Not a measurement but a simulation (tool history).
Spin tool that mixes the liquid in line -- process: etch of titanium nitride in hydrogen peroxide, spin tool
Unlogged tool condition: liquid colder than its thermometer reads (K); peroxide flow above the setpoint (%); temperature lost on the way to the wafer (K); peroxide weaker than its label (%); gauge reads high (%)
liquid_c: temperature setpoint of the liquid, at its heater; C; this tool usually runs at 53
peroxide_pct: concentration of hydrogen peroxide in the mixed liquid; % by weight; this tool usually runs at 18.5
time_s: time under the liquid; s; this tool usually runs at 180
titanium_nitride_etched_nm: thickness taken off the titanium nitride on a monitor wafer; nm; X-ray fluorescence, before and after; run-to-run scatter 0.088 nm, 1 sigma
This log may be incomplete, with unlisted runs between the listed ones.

run	hour	liquid_c	peroxide_pct	time_s	wafers since the last listed run	hours since the thermometer was replaced	hours since the peroxide flow meter was replaced	hours since the heated supply line was repaired	hours since the drum of peroxide was connected	hours since the gauge calibration	read-back film thickness of the titanium nitride reference wafer, read on the same gauge (nm)	titanium_nitride_etched_nm
1	0	53	18.5	180	0	1266.5	500	2925.9	46.9	1000	110.03	12.93
2	51.3	53	18.5	180	358	1317.8	551.3	2977.2	98.2	1051.3	109.99	12.8
3	134.1	53	18.5	180	578	1400.6	634.1	3060	181	1134.1	109.98	12.74
4	240.5	53	18.5	180	743	1507	740.5	3166.4	287.4	1240.5	109.98	12.73
5	323.1	53	18.5	180	577	1589.6	823.1	3249	370	1323.1	110.01	12.76
6	401.5	53	18.5	180	547	1668	901.5	3327.4	448.4	1401.5	110.01	12.84
7	467.7	53	18.5	180	462	1734.2	967.7	3393.6	514.6	1467.7	110.01	12.69
# hour 541.8: gauge calibrated
# hour 563.8: new drum of peroxide connected
8	574.3	50.5	18.5	180	737	1840.8	1074.3	3500.2	10.5	32.5	109.99	10.55
9	642.6	50.5	18.5	180	477	1909.1	1142.6	3568.5	78.8	100.8	110.02	10.6
# hour 829.7: heated supply line repaired
10	930.8	58	21.5	115	2006	2197.3	1430.8	101.1	367	389	109.99	11.34
11	994.1	62	22	150	442	2260.6	1494.1	164.4	430.3	452.3	110	19.21
# hour 1042.3: peroxide flow meter replaced
12	1052.7	46.5	16.5	180	402	2319.2	10.4	223	488.9	510.9	110.01	7.3
# hour 1074.9: heated supply line repaired, repeated, since the last time left the tool worse
13	1141.7	53	18.5	180	614	2408.2	99.4	66.8	577.9	599.9	109.99	13.8
# hour 1180.7: new drum of peroxide connected
14	1188.6	53	18.5	220	320	2455.1	146.3	113.7	7.9	646.8	110	16.72
# hour 1194.7: thermometer replaced
15	1490.5	50	18.5	255	2102	295.8	448.2	415.6	309.8	948.7	109.99	15.7
16	1536.7	46	18.5	120	322	342	494.4	461.8	356	994.9	110.01	5.52
17	1624.4	53	18.5	180	612	429.7	582.1	549.5	443.7	1082.6	110	13.6
18	1694.6	53	18.5	180	490	499.9	652.3	619.7	513.9	1152.8	109.97	13.6

Each row is a separate what-if for the run after 18, all from the same tool condition, not one after another. Results?
A	1695.1	53	18.5	180	3	500.4	652.8	620.2	514.4	1153.3	?	?
B	1695.1	60.5	13	225	3	500.4	652.8	620.2	514.4	1153.3	?	?
C	1695.1	62.5	23.5	260	3	500.4	652.8	620.2	514.4	1153.3	?	?

run	read-back film thickness of the titanium nitride reference wafer, read on the same gauge (nm)	titanium_nitride_etched_nm
A	109.98	13.62
B	109.98	26.61
C	109.98	39.91
What these runs would have given with no unlogged condition in the tool:
run	titanium_nitride_etched_nm
A	13.91
B	27.14
C	40.7
